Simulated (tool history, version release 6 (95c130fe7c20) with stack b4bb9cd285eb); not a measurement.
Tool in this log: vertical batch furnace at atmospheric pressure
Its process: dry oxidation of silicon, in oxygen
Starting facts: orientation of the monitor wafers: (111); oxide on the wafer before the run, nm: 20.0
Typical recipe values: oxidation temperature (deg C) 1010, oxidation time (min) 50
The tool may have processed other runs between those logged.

run	hour	oxidation temperature (deg C)	oxidation time (min)	wafers since the last listed run	hours since the last temperature calibration	hours since the boat lift was adjusted	hours since the gauge calibration	read-back reference wafer on the same gauge, thickness	oxide thickness on the monitor wafer (nm)
1	0	1010	50	0	4256.3	4447.6	72.7	60.05	70.57
2	14.6	1010	50	227	4270.9	4462.2	87.3	59.97	70.76
3	22.7	1010	50	125	4279	4470.3	95.4	59.95	70.65
4	48.8	1010	50	405	4305.1	4496.4	121.5	59.91	70.77
5	66	1010	50	267	4322.3	4513.6	138.7	59.88	70.5
6	77	1010	50	171	4333.3	4524.6	149.7	59.86	70.53
7	95.3	1010	50	284	4351.6	4542.9	168	59.83	70.24
8	115.1	1002	50	307	4371.4	4562.7	187.8	59.81	67.03
9	133.2	1018	50	281	4389.5	4580.8	205.9	59.81	73.99
10	140.6	1018	50	115	4396.9	4588.2	213.3	59.79	74.19
11	173.8	1029	36.5	516	4430.1	4621.4	246.5	59.76	66.04
12	182.8	1010	50	139	4439.1	4630.4	255.5	59.75	70.45
13	194.2	1010	59.5	177	4450.5	4641.8	266.9	59.78	77.71
# hour 218.7: boat lift adjusted
# hour 223.9: thermocouples replaced and temperature profile calibrated
14	224.4	1025	67.5	15	0.5	5.7	297.1	59.76	91.71
# hour 227.6: gauge calibrated
15	229.5	1010	50	79	5.6	10.8	1.9	60.33	71.05
16	234.7	1010	26.5	80	10.8	16	7.1	60.29	50.76
17	251.3	1024	60.5	258	27.4	32.6	23.7	60.18	85.9
18	268.9	1024	25.5	273	45	50.2	41.3	60.08	53.38
19	287.3	1029	61.5	286	63.4	68.6	59.7	60	88.71
20	316.7	1010	50	457	92.8	98	89.1	59.91	70.54

Each row is a separate what-if for the run after 20, all from the same tool condition, not one after another. Results?
A	321.9	1010	32.5	80	98	103.2	94.3	?	?
B	321.9	1000	40.5	80	98	103.2	94.3	?	?
C	321.9	1031	34	80	98	103.2	94.3	?	?

run	read-back reference wafer on the same gauge, thickness	oxide thickness on the monitor wafer (nm)
A	59.9	55.8
B	59.9	59
C	59.9	64.39
Stripped of hidden state, with their random variation kept, the same runs would have yielded:
run	oxide thickness on the monitor wafer (nm)
A	56.28
B	59.5
C	64.93
